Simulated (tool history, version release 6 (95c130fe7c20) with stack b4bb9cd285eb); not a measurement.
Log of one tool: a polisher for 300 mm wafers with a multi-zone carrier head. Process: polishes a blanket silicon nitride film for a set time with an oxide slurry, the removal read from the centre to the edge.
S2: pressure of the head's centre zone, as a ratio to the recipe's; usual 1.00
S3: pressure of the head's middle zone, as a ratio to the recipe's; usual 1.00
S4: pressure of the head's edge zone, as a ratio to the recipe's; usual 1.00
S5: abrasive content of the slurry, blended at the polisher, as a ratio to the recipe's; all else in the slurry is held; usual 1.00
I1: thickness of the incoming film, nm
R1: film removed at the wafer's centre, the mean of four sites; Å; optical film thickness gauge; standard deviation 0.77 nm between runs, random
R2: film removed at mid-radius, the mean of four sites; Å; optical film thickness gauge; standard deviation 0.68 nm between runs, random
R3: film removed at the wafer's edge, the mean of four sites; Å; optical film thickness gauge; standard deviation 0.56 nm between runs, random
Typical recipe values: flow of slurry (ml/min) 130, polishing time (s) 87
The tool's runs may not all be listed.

Run 1, hour 0.0: usual settings; I1 553.2. Result: R1 540 Å, R2 542 Å, R3 533 Å.
Run 2, hour 83.9: usual settings; I1 549.9. Result: R1 527 Å, R2 531 Å, R3 527 Å.
At hour 315.3: worn pad replaced by a new one.
At hour 319.6: centre zone pressure recalibrated.
Run 3, hour 373.8: usual settings; I1 555.9. Result: R1 544 Å, R2 535 Å, R3 534 Å.
Run 4, hour 436.0: usual settings; I1 547.6. Result: R1 529 Å, R2 528 Å, R3 530 Å.
Run 5, hour 503.7: usual settings but polishing time (s) 101; I1 548.1. Result: R1 608 Å, R2 607 Å, R3 606 Å.
At hour 584.7: slurry nozzle cleaned.
Run 6, hour 604.9: usual settings but polishing time (s) 101; I1 552.6. Result: R1 580 Å, R2 598 Å, R3 587 Å.
At hour 695.4: worn pad replaced by a new one.
Run 7, hour 708.4: usual settings; I1 554.3. Result: R1 555 Å, R2 552 Å, R3 542 Å.
At hour 716.8: centre zone pressure recalibrated.
Run 8, hour 803.4: usual settings; I1 542.9. Result: R1 535 Å, R2 528 Å, R3 538 Å.
At hour 831.6: edge zone pressure recalibrated.
Run 9, hour 903.8: usual settings; I1 546.5. Result: R1 517 Å, R2 524 Å, R3 523 Å.
Run 10, hour 975.8: usual settings but S5 1.20, polishing time (s) 68; I1 556.9. Result: R1 441 Å, R2 438 Å, R3 439 Å.
At hour 1002.3: worn pad replaced by a new one.
Run 11, hour 1020.5: usual settings; I1 537.9. Result: R1 542 Å, R2 549 Å, R3 543 Å.
At hour 1068.8: centre zone pressure recalibrated.
Run 12, hour 1088.5: usual settings but S3 1.11, S5 0.85, polishing time (s) 66; I1 543.4. Result: R1 380 Å, R2 426 Å, R3 378 Å.
Run 13, hour 1181.0: usual settings but flow of slurry (ml/min) 165, S2 1.07, S5 1.20; I1 557.5. Result: R1 646 Å, R2 601 Å, R3 592 Å.
At hour 1267.7: carrier head's membrane replaced by a new one.
Run 14, hour 1276.0: usual settings but flow of slurry (ml/min) 155, S2 0.89, S4 0.96, S5 1.10; I1 553.9. Result: R1 501 Å, R2 563 Å, R3 546 Å.
Run 15, hour 1315.1: usual settings but S3 0.90; I1 550.8. Result: R1 512 Å, R2 483 Å, R3 510 Å.
At hour 1354.6: worn pad replaced by a new one.
At hour 1379.8: slurry nozzle cleaned.
Run 16, hour 1407.7: usual settings; I1 548.3. Result: R1 547 Å, R2 555 Å, R3 539 Å.
At hour 1409.9: centre zone pressure recalibrated.
Run 17, hour 1476.6: usual settings but flow of slurry (ml/min) 100, S2 0.90, S3 0.95, polishing time (s) 75; I1 541.6. Result: R1 402 Å, R2 429 Å, R3 452 Å.
Run 18, hour 1579.0: usual settings; I1 546.9. Result: R1 522 Å, R2 527 Å, R3 530 Å.
At hour 1726.0: worn pad replaced by a new one.
At hour 1747.2: centre zone pressure recalibrated.
Run 19, hour 1777.5: usual settings but S4 0.94; I1 544.8. Result: R1 542 Å, R2 553 Å, R3 525 Å.

Below are 3 alternative next runs, each starting from the tool's condition after run 19. Predict each:
Run A, hour 1777.9: usual settings; I1 553.2. Result: R1 ?, R2 ?, R3 ?.
Run B, hour 1777.9: usual settings but S5 0.85, polishing time (s) 104; I1 553.2. Result: R1 ?, R2 ?, R3 ?.
Run C, hour 1777.9: usual settings but S5 0.75; I1 553.2. Result: R1 ?, R2 ?, R3 ?.

run   R1   R2   R3
  A  533  543  546
  B  586  597  600
  C  457  466  468
Without the tool's unlogged condition, the same runs would have read:
run   R1   R2   R3
  A  540  551  553
  B  595  606  609
  C  464  472  475

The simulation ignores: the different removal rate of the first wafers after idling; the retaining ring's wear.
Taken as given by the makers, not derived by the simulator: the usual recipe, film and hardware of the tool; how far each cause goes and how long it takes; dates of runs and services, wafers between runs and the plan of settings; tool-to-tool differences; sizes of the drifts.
